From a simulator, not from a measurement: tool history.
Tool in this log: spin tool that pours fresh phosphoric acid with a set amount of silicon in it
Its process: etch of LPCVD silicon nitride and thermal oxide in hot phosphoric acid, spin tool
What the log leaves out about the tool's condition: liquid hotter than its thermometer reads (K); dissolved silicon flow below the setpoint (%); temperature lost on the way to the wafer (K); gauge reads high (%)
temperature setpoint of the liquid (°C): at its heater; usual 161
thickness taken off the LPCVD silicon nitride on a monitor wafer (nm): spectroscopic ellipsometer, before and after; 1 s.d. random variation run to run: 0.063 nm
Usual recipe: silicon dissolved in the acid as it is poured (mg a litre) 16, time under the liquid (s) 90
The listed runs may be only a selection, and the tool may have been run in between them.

run   hour  temperature setpoint of the liquid (°C)  silicon dissolved in the acid as it is poured (mg a litre)  time under the liquid (s)  wafers since the last listed run  hours since the thermometer was replaced  hours since the dissolved silicon flow meter was replaced  hours since the heated supply line was repaired  hours since the gauge calibration  read-back film thickness of the LPCVD silicon nitride reference wafer, read on the same gauge (nm)  thickness taken off the LPCVD silicon nitride on a monitor wafer (nm)
  1      0                                      161                                                          16                         90                                 0                                     372.6                                                     1098.8                                           3273.2                               73.7                                                                                               80.01                                                                   7.97
  2   21.2                                      161                                                          16                         90                               245                                     393.8                                                       1120                                           3294.4                               94.9                                                                                               80.02                                                                      8
  3   36.6                                      161                                                          16                         90                               178                                     409.2                                                     1135.4                                           3309.8                              110.3                                                                                               79.98                                                                   8.05
  4   57.8                                      161                                                          16                         90                               245                                     430.4                                                     1156.6                                             3331                              131.5                                                                                               79.97                                                                   7.94
  5   71.2                                      161                                                          16                         90                               155                                     443.8                                                       1170                                           3344.4                              144.9                                                                                                  80                                                                   7.98
  6  102.4                                      161                                                          16                         90                               361                                       475                                                     1201.2                                           3375.6                              176.1                                                                                               79.99                                                                   7.97
  7  135.9                                      161                                                          16                         90                               387                                     508.5                                                     1234.7                                           3409.1                              209.6                                                                                               79.98                                                                   7.98
     137.9  -- thermometer replaced
     149.1  -- heated supply line repaired
  8  162.6                                      161                                                          16                        105                               285                                      24.7                                                     1261.4                                             13.5                              236.3                                                                                               79.95                                                                   9.24
     175.4  -- gauge calibrated
  9  185.1                                      160                                                          16                         55                               260                                      47.2                                                     1283.9                                               36                                9.7                                                                                               79.96                                                                   4.76
 10  217.5                                      161                                                          16                         90                               374                                      79.6                                                     1316.3                                             68.4                               42.1                                                                                                  80                                                                   7.99
     222.6  -- dissolved silicon flow meter replaced
 11  232.1                                      161                                                           5                         90                               157                                      94.2                                                        9.5                                               83                               56.7                                                                                               79.99                                                                   8.04
 12  263.3                                    159.5                                                        21.5                         45                               361                                     125.4                                                       40.7                                            114.2                               87.9                                                                                                  80                                                                    3.8
 13  294.2                                    163.5                                                        27.5                         50                               357                                     156.3                                                       71.6                                            145.1                              118.8                                                                                                  80                                                                   4.85
 14  315.4                                      161                                                          16                         90                               245                                     177.5                                                       92.8                                            166.3                                140                                                                                               80.01                                                                   8.06

For each run, what was the tool's unlogged condition?
liquid hotter than its thermometer reads (K): 0 at every run
dissolved silicon flow below the setpoint (%): 0 at every run
temperature lost on the way to the wafer (K): 0 at every run
gauge reads high (%): 0 at every run
